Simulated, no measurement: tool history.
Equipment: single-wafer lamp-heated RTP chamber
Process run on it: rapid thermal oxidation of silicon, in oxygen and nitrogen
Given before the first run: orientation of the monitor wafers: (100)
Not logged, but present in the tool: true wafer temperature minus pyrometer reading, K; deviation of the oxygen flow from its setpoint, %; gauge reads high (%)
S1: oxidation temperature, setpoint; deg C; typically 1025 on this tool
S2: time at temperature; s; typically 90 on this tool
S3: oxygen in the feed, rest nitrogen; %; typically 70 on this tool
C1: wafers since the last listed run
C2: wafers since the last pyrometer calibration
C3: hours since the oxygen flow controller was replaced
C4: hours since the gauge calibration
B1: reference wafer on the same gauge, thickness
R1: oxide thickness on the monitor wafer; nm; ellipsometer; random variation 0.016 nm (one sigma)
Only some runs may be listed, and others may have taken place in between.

Run 1, hour 0.0: usual settings; C1 0; C2 908; C3 2562.4; C4 417.3; B1 7.073. Result: R1 7.028 nm.
Run 2, hour 26.7: usual settings; C1 222; C2 1131; C3 2589.1; C4 444.0; B1 7.067. Result: R1 7.013 nm.
Run 3, hour 39.0: usual settings; C1 102; C2 1233; C3 2601.4; C4 456.3; B1 7.062. Result: R1 7.020 nm.
Run 4, hour 52.4: usual settings; C1 111; C2 1345; C3 2614.8; C4 469.7; B1 7.069. Result: R1 7.006 nm.
Run 5, hour 77.3: usual settings; C1 207; C2 1553; C3 2639.7; C4 494.6; B1 7.066. Result: R1 7.066 nm.
Run 6, hour 93.0: usual settings; C1 130; C2 1684; C3 2655.4; C4 510.3; B1 7.070. Result: R1 7.061 nm.
Run 7, hour 118.6: usual settings; C1 213; C2 1897; C3 2681.0; C4 535.9; B1 7.069. Result: R1 7.079 nm.
Run 8, hour 151.0: usual settings but S1 1012 deg C; C1 270; C2 2168; C3 2713.4; C4 568.3; B1 7.073. Result: R1 6.460 nm.
Run 9, hour 167.5: usual settings; C1 137; C2 2305; C3 2729.9; C4 584.8; B1 7.072. Result: R1 7.100 nm.
Run 10, hour 180.7: usual settings; C1 110; C2 2416; C3 2743.1; C4 598.0; B1 7.068. Result: R1 7.070 nm.
At hour 183.5: gauge calibrated.
Run 11, hour 216.8: usual settings; C1 301; C2 2717; C3 2779.2; C4 33.3; B1 7.074. Result: R1 7.120 nm.
Run 12, hour 243.5: usual settings but S1 1014 deg C, S2 53 s, S3 79 %; C1 222; C2 2940; C3 2805.9; C4 60.0; B1 7.068. Result: R1 5.452 nm.
Run 13, hour 256.5: usual settings; C1 108; C2 3048; C3 2818.9; C4 73.0; B1 7.074. Result: R1 7.170 nm.
Run 14, hour 288.6: usual settings; C1 267; C2 3316; C3 2851.0; C4 105.1; B1 7.075. Result: R1 7.209 nm.
Run 15, hour 304.3: usual settings but S1 1003 deg C, S2 63 s, S3 92 %; C1 130; C2 3447; C3 2866.7; C4 120.8; B1 7.072. Result: R1 5.766 nm.
At hour 331.6: pyrometer window cleaned and pyrometer calibrated.
Run 16, hour 332.1: usual settings but S1 1010 deg C, S2 75 s; C1 165; C2 4; C3 2894.5; C4 148.6; B1 7.072. Result: R1 5.812 nm.
At hour 341.2: oxygen flow controller replaced.
Run 17, hour 360.4: usual settings but S1 1017 deg C, S2 112 s, S3 85 %; C1 169; C2 173; C3 19.2; C4 176.9; B1 7.069. Result: R1 7.835 nm.
Run 18, hour 386.7: usual settings but S1 1016 deg C, S3 62 %; C1 219; C2 393; C3 45.5; C4 203.2; B1 7.072. Result: R1 6.316 nm.
Run 19, hour 404.9: usual settings; C1 151; C2 545; C3 63.7; C4 221.4; B1 7.064. Result: R1 7.014 nm.
Run 20, hour 430.8: usual settings but S1 1003 deg C; C1 216; C2 761; C3 89.6; C4 247.3; B1 7.071. Result: R1 5.989 nm.
Run 21, hour 464.8: usual settings but S1 1049 deg C; C1 283; C2 1044; C3 123.6; C4 281.3; B1 7.066. Result: R1 8.342 nm.
Run 22, hour 498.6: usual settings but S1 1017 deg C, S2 70 s, S3 49 %; C1 282; C2 1326; C3 157.4; C4 315.1; B1 7.076. Result: R1 5.257 nm.
Run 23, hour 515.8: usual settings but S1 1005 deg C, S2 47 s, S3 40 %; C1 143; C2 1470; C3 174.6; C4 332.3; B1 7.071. Result: R1 3.842 nm.

Below are 3 alternative next runs, each starting from the tool's condition after run 23. Predict each:
Run A, hour 516.2: usual settings; C1 3; C2 1473; C3 175.0; C4 332.7; B1 ?. Result: R1 ?.
Run B, hour 516.2: usual settings but S1 1048 deg C, S3 85 %; C1 3; C2 1473; C3 175.0; C4 332.7; B1 ?. Result: R1 ?.
Run C, hour 516.2: usual settings but S1 1005 deg C, S2 60 s, S3 62 %; C1 3; C2 1473; C3 175.0; C4 332.7; B1 ?. Result: R1 ?.

run     B1     R1
  A  7.065  7.029
  B  7.065  8.854
  C  7.065  4.884
Without the tool's hidden state the same runs would have given:
run     R1
  A  6.977
  B  8.791
  C  4.848
